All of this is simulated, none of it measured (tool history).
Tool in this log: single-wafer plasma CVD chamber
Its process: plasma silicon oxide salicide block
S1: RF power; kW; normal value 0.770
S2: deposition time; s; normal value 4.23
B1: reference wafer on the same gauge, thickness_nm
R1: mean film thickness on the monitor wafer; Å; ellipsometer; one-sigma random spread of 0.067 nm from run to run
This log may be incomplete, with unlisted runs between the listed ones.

run	hour	S1	S2	B1	R1
1	0.0	0.770	3.73	46.506	394.26
2	17.1	0.770	3.73	46.506	394.52
3	31.9	0.770	3.73	46.490	393.89
4	38.7	0.770	4.23	46.494	445.77
5	49.2	0.770	4.23	46.502	445.85
6	67.0	0.770	4.23	46.493	447.37
# hour 77.3: gauge calibrated
7	80.5	0.770	4.23	46.490	447.28
8	93.1	0.770	4.23	46.501	447.04
9	103.6	0.770	3.73	46.489	394.58
# hour 123.8: RF generator calibrated
10	155.7	0.650	4.63	46.509	476.72
11	172.3	0.660	3.92	46.499	404.11
# hour 183.8: showerhead replaced
12	186.6	0.770	3.39	46.486	358.19
13	196.6	0.720	3.64	46.496	379.93
# hour 199.7: gauge calibrated
14	205.5	0.700	4.23	46.508	439.78
15	213.1	0.850	3.92	46.499	422.09
16	221.2	0.635	4.55	46.500	467.57
17	231.5	0.695	4.75	46.505	493.71

Here are 4 independent what-if runs from the current tool condition. What would each one return?
A	231.9	0.720	4.23	?	?
B	231.9	0.720	4.70	?	?
C	231.9	0.715	4.76	?	?
D	231.9	0.670	4.62	?	?

run	B1	R1
A	46.499	441.63
B	46.499	490.70
C	46.499	496.42
D	46.499	477.03
What these runs would have given with no unlogged condition in the tool:
run	R1
A	441.63
B	490.70
C	496.42
D	477.03
